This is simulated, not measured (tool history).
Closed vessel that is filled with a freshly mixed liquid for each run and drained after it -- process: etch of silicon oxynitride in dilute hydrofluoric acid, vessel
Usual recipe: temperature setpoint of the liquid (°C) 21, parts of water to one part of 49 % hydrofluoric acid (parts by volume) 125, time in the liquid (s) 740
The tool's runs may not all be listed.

| run | day | temperature setpoint of the liquid (°C) | parts of water to one part of 49 % hydrofluoric acid (parts by volume) | time in the liquid (s) | wafers since the last listed run | hours since the thermometer was replaced | hours since the hydrofluoric acid flow meter was replaced | hours since the gauge calibration | read-back film thickness of the silicon oxynitride reference wafer, read on the same gauge (nm) | thickness taken off the silicon oxynitride on a monitor wafer (nm) |
|---|---|---|---|---|---|---|---|---|---|---|
| 1 | 0 | 21 | 125 | 740 | 0 | 2704.9 | 922.5 | 295.8 | 59.97 | 11.41 |
| 2 | 2.121 | 21 | 125 | 740 | 4147 | 2755.8 | 973.4 | 346.7 | 60.01 | 11.17 |
| 3 | 3.354 | 21 | 125 | 740 | 2411 | 2785.4 | 1003 | 376.3 | 60 | 11.16 |
| 4 | 4.025 | 21 | 125 | 740 | 1311 | 2801.5 | 1019.1 | 392.4 | 60.01 | 11.26 |
| 5 | 5.146 | 21 | 125 | 740 | 2191 | 2828.4 | 1046 | 419.3 | 60 | 11.18 |
| 6 | 6.558 | 21 | 125 | 740 | 2761 | 2862.3 | 1079.9 | 453.2 | 60 | 11.04 |
| 7 | 8.054 | 23.5 | 125 | 740 | 2924 | 2898.2 | 1115.8 | 489.1 | 60.01 | 12.48 |
|  | 8.192 | gauge calibrated |
| 8 | 8.754 | 19.5 | 125 | 740 | 1368 | 2915 | 1132.6 | 13.5 | 60 | 10.29 |
| 9 | 9.308 | 19.5 | 125 | 740 | 1083 | 2928.3 | 1145.9 | 26.8 | 60.01 | 10.38 |
| 10 | 10.542 | 17 | 125 | 315 | 2411 | 2957.9 | 1175.5 | 56.4 | 59.99 | 3.89 |
| 11 | 11.462 | 21 | 125 | 740 | 1800 | 2980 | 1197.6 | 78.5 | 59.98 | 11.01 |
|  | 12.217 | thermometer replaced |
|  | 12.246 | hydrofluoric acid flow meter replaced |
| 12 | 12.583 | 21 | 100 | 740 | 2054 | 8.8 | 8.1 | 105.4 | 60 | 15.57 |
| 13 | 13.596 | 17 | 175 | 950 | 1979 | 33.1 | 32.4 | 129.7 | 59.99 | 8.96 |
| 14 | 14.979 | 17.5 | 160 | 895 | 2704 | 66.3 | 65.6 | 162.9 | 60.02 | 9.72 |
| 15 | 15.938 | 19.5 | 75 | 1025 | 1873 | 89.3 | 88.6 | 185.9 | 60 | 27.32 |
| 16 | 17.046 | 21 | 125 | 740 | 2167 | 115.9 | 115.2 | 212.5 | 60.02 | 12.24 |
| 17 | 17.842 | 19.5 | 75 | 1025 | 1556 | 135 | 134.3 | 231.6 | 60 | 27.07 |
| 18 | 18.825 | 21 | 125 | 740 | 1922 | 158.6 | 157.9 | 255.2 | 60.02 | 12.1 |
| 19 | 21.354 | 17 | 80 | 910 | 4945 | 219.3 | 218.6 | 315.9 | 60.02 | 19.73 |

Below are 4 alternative next runs, each starting from the tool's condition after run 19. Predict each:
| A | 21.392 | 21 | 125 | 740 | 73 | 220.2 | 219.5 | 316.8 | ? | ? |
| B | 21.392 | 21 | 110 | 740 | 73 | 220.2 | 219.5 | 316.8 | ? | ? |
| C | 21.392 | 23 | 75 | 1155 | 73 | 220.2 | 219.5 | 316.8 | ? | ? |
| D | 21.392 | 19 | 125 | 740 | 73 | 220.2 | 219.5 | 316.8 | ? | ? |

| run | read-back film thickness of the silicon oxynitride reference wafer, read on the same gauge (nm) | thickness taken off the silicon oxynitride on a monitor wafer (nm) |
|---|---|---|
| A | 60.02 | 12.13 |
| B | 60.02 | 13.94 |
| C | 60.02 | 36.14 |
| D | 60.02 | 11.01 |
With no hidden state in the tool, these same runs would have given:
| run | thickness taken off the silicon oxynitride on a monitor wafer (nm) |
|---|---|
| A | 12.54 |
| B | 14.41 |
| C | 37.34 |
| D | 11.39 |
